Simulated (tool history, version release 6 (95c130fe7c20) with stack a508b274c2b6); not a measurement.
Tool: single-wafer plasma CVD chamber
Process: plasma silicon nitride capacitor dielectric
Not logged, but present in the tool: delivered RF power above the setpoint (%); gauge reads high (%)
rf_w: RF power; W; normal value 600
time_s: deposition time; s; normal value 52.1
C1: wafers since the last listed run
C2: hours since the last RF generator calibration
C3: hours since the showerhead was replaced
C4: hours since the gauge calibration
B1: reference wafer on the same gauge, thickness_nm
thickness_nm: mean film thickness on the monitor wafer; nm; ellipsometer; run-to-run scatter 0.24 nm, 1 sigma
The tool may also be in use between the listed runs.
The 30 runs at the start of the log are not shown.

Run 31, hour 761.7: usual settings but rf_w 515 W, time_s 55.3 s; C1 339; C2 197.8; C3 433.3; C4 262.5; B1 61.432. Result: thickness_nm 73.714 nm.
Run 32, hour 791.9: usual settings but time_s 47.5 s; C1 628; C2 228.0; C3 463.5; C4 292.7; B1 61.448. Result: thickness_nm 66.993 nm.
Run 33, hour 814.0: usual settings but rf_w 525 W; C1 459; C2 250.1; C3 485.6; C4 314.8; B1 61.445. Result: thickness_nm 69.387 nm.
Run 34, hour 846.2: usual settings; C1 670; C2 282.3; C3 517.8; C4 347.0; B1 61.457. Result: thickness_nm 73.540 nm.
Run 35, hour 866.7: usual settings but rf_w 500 W; C1 426; C2 302.8; C3 538.3; C4 367.5; B1 61.509. Result: thickness_nm 68.179 nm.
Run 36, hour 902.0: usual settings but rf_w 530 W, time_s 58.9 s; C1 734; C2 338.1; C3 573.6; C4 402.8; B1 61.547. Result: thickness_nm 79.629 nm.
Run 37, hour 920.8: usual settings; C1 391; C2 356.9; C3 592.4; C4 421.6; B1 61.554. Result: thickness_nm 73.150 nm.
Run 38, hour 956.8: usual settings; C1 749; C2 392.9; C3 628.4; C4 457.6; B1 61.473. Result: thickness_nm 73.399 nm.

4 ways to go on from here, each from the tool as it stands after run 38. What would each give?
Run A, hour 957.2: usual settings; C1 8; C2 393.3; C3 628.8; C4 458.0; B1 ?. Result: thickness_nm ?.
Run B, hour 957.2: usual settings but rf_w 490 W, time_s 48.7 s; C1 8; C2 393.3; C3 628.8; C4 458.0; B1 ?. Result: thickness_nm ?.
Run C, hour 957.2: usual settings but rf_w 705 W, time_s 43.2 s; C1 8; C2 393.3; C3 628.8; C4 458.0; B1 ?. Result: thickness_nm ?.
Run D, hour 957.2: usual settings but rf_w 480 W, time_s 59.2 s; C1 8; C2 393.3; C3 628.8; C4 458.0; B1 ?. Result: thickness_nm ?.

run      B1  thickness_nm
  A  61.383        73.459
  B  61.383        63.337
  C  61.383        64.739
  D  61.383        76.337
Without the tool's hidden state the same runs would have given:
run  thickness_nm
  A        74.017
  B        63.818
  C        65.231
  D        76.917

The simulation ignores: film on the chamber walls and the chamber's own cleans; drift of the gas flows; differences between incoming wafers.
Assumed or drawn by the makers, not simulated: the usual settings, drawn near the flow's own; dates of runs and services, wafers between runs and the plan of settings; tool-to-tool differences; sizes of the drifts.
